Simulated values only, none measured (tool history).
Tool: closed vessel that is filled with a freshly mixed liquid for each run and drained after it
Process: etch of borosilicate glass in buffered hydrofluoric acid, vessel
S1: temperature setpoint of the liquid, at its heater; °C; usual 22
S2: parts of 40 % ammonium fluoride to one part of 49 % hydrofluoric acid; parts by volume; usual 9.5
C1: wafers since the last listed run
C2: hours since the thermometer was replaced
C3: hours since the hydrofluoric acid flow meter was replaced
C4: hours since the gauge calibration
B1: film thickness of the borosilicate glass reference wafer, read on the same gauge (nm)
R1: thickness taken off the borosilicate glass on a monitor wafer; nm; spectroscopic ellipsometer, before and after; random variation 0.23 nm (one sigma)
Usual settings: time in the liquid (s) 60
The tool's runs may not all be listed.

{"run": 1, "hour": 0.0, "S1": 22, "S2": 9.5, "time in the liquid (s)": 60, "C1": 0, "C2": 250.2, "C3": 314.4, "C4": 574.9, "B1": 130, "R1": 65.24}
{"run": 2, "hour": 57.3, "S1": 22, "S2": 9.5, "time in the liquid (s)": 60, "C1": 4636, "C2": 307.5, "C3": 371.7, "C4": 632.2, "B1": 130, "R1": 65.12}
{"run": 3, "hour": 241.7, "S1": 22, "S2": 8.5, "time in the liquid (s)": 60, "C1": 14921, "C2": 491.9, "C3": 556.1, "C4": 816.6, "B1": 130, "R1": 71.29}
{"run": 4, "hour": 522.2, "S1": 22, "S2": 7, "time in the liquid (s)": 80, "C1": 22697, "C2": 772.4, "C3": 836.6, "C4": 1097.1, "B1": 130.01, "R1": 116.54}
{"run": 5, "hour": 598.2, "S1": 22, "S2": 9.5, "time in the liquid (s)": 45, "C1": 6149, "C2": 848.4, "C3": 912.6, "C4": 1173.1, "B1": 129.98, "R1": 48.21}
{"run": 6, "hour": 672.9, "S1": 22, "S2": 9.5, "time in the liquid (s)": 45, "C1": 6044, "C2": 923.1, "C3": 987.3, "C4": 1247.8, "B1": 130, "R1": 47.73}
{"run": 7, "hour": 746.2, "S1": 22, "S2": 9.5, "time in the liquid (s)": 45, "C1": 5931, "C2": 996.4, "C3": 1060.6, "C4": 1321.1, "B1": 130.01, "R1": 47.37}
{"run": 8, "hour": 787.0, "S1": 22, "S2": 9.5, "time in the liquid (s)": 60, "C1": 3301, "C2": 1037.2, "C3": 1101.4, "C4": 1361.9, "B1": 129.99, "R1": 63.12}
{"run": 9, "hour": 836.0, "S1": 22, "S2": 9.5, "time in the liquid (s)": 75, "C1": 3964, "C2": 1086.2, "C3": 1150.4, "C4": 1410.9, "B1": 130, "R1": 78.98}
{"run": 10, "hour": 920.6, "S1": 22, "S2": 9.5, "time in the liquid (s)": 75, "C1": 6845, "C2": 1170.8, "C3": 1235, "C4": 1495.5, "B1": 129.99, "R1": 79.3}
{"hour": 978.8, "done": "gauge calibrated"}
{"run": 11, "hour": 982.2, "S1": 22, "S2": 6.5, "time in the liquid (s)": 60, "C1": 4984, "C2": 1232.4, "C3": 1296.6, "C4": 3.4, "B1": 130, "R1": 91.55}
{"run": 12, "hour": 1042.4, "S1": 22, "S2": 6.5, "time in the liquid (s)": 60, "C1": 4871, "C2": 1292.6, "C3": 1356.8, "C4": 63.6, "B1": 130, "R1": 90.92}
{"run": 13, "hour": 1122.0, "S1": 22, "S2": 12, "time in the liquid (s)": 60, "C1": 6441, "C2": 1372.2, "C3": 1436.4, "C4": 143.2, "B1": 130.01, "R1": 50.27}
{"run": 14, "hour": 1174.6, "S1": 22, "S2": 12, "time in the liquid (s)": 60, "C1": 4256, "C2": 1424.8, "C3": 1489, "C4": 195.8, "B1": 129.99, "R1": 50.13}
{"run": 15, "hour": 1238.9, "S1": 22, "S2": 6.5, "time in the liquid (s)": 40, "C1": 5203, "C2": 1489.1, "C3": 1553.3, "C4": 260.1, "B1": 130.01, "R1": 60.39}
{"run": 16, "hour": 1343.9, "S1": 25, "S2": 9.5, "time in the liquid (s)": 70, "C1": 8496, "C2": 1594.1, "C3": 1658.3, "C4": 365.1, "B1": 129.97, "R1": 84.88}
{"hour": 1366.5, "done": "thermometer replaced"}
{"run": 17, "hour": 1448.2, "S1": 17, "S2": 6.5, "time in the liquid (s)": 35, "C1": 8358, "C2": 81.7, "C3": 1762.6, "C4": 469.4, "B1": 130.02, "R1": 41.72}
{"run": 18, "hour": 1492.0, "S1": 22, "S2": 9.5, "time in the liquid (s)": 60, "C1": 3544, "C2": 125.5, "C3": 1806.4, "C4": 513.2, "B1": 129.99, "R1": 64.22}
{"run": 19, "hour": 1580.6, "S1": 22, "S2": 11, "time in the liquid (s)": 60, "C1": 7169, "C2": 214.1, "C3": 1895, "C4": 601.8, "B1": 130.01, "R1": 55.97}
{"run": 20, "hour": 1642.6, "S1": 23.5, "S2": 6.5, "time in the liquid (s)": 85, "C1": 5016, "C2": 276.1, "C3": 1957, "C4": 663.8, "B1": 129.99, "R1": 142.35}
{"run": 21, "hour": 1692.8, "S1": 27, "S2": 9.5, "time in the liquid (s)": 30, "C1": 4062, "C2": 326.3, "C3": 2007.2, "C4": 714, "B1": 130.02, "R1": 41.6}
{"hour": 1730.0, "done": "hydrofluoric acid flow meter replaced"}
{"run": 22, "hour": 1773.0, "S1": 20.5, "S2": 8.5, "time in the liquid (s)": 40, "C1": 6408, "C2": 406.5, "C3": 43, "C4": 794.2, "B1": 129.98, "R1": 44.01}
{"run": 23, "hour": 1827.1, "S1": 22, "S2": 9.5, "time in the liquid (s)": 60, "C1": 4377, "C2": 460.6, "C3": 97.1, "C4": 848.3, "B1": 130.01, "R1": 64.59}
{"run": 24, "hour": 1902.6, "S1": 19, "S2": 8, "time in the liquid (s)": 60, "C1": 6109, "C2": 536.1, "C3": 172.6, "C4": 923.8, "B1": 130, "R1": 64.25}
{"run": 25, "hour": 1999.9, "S1": 22, "S2": 9.5, "time in the liquid (s)": 60, "C1": 7873, "C2": 633.4, "C3": 269.9, "C4": 1021.1, "B1": 130.03, "R1": 64.39}
{"run": 26, "hour": 2066.7, "S1": 22, "S2": 9.5, "time in the liquid (s)": 35, "C1": 5405, "C2": 700.2, "C3": 336.7, "C4": 1087.9, "B1": 130.01, "R1": 37.42}
{"run": 27, "hour": 2129.2, "S1": 18, "S2": 13, "time in the liquid (s)": 90, "C1": 5057, "C2": 762.7, "C3": 399.2, "C4": 1150.4, "B1": 130, "R1": 57.49}
{"run": 28, "hour": 2179.6, "S1": 25, "S2": 11.5, "time in the liquid (s)": 80, "C1": 4078, "C2": 813.1, "C3": 449.6, "C4": 1200.8, "B1": 129.99, "R1": 84.2}
{"run": 29, "hour": 2281.5, "S1": 22, "S2": 6, "time in the liquid (s)": 60, "C1": 8245, "C2": 915, "C3": 551.5, "C4": 1302.7, "B1": 130, "R1": 99.67}
{"hour": 2319.0, "done": "gauge calibrated"}
{"run": 30, "hour": 2382.8, "S1": 19.5, "S2": 6.5, "time in the liquid (s)": 60, "C1": 8196, "C2": 1016.3, "C3": 652.8, "C4": 63.8, "B1": 130.02, "R1": 80.82}
{"run": 31, "hour": 2445.1, "S1": 22, "S2": 9.5, "time in the liquid (s)": 60, "C1": 5041, "C2": 1078.6, "C3": 715.1, "C4": 126.1, "B1": 129.99, "R1": 63.31}

3 ways to go on from here, each from the tool as it stands after run 31. What would each give?
{"run": "A", "hour": 2445.8, "S1": 22, "S2": 9.5, "time in the liquid (s)": 60, "C1": 56, "C2": 1079.3, "C3": 715.8, "C4": 126.8, "B1": "?", "R1": "?"}
{"run": "B", "hour": 2445.8, "S1": 20.5, "S2": 6, "time in the liquid (s)": 35, "C1": 56, "C2": 1079.3, "C3": 715.8, "C4": 126.8, "B1": "?", "R1": "?"}
{"run": "C", "hour": 2445.8, "S1": 22, "S2": 9.5, "time in the liquid (s)": 85, "C1": 56, "C2": 1079.3, "C3": 715.8, "C4": 126.8, "B1": "?", "R1": "?"}

run=A B1=129.99 R1=63.07
run=B B1=129.99 R1=53.06
run=C B1=129.99 R1=89.35
Without the tool's hidden state the same runs would have given:
run=A R1=65.96
run=B R1=55.72
run=C R1=93.44
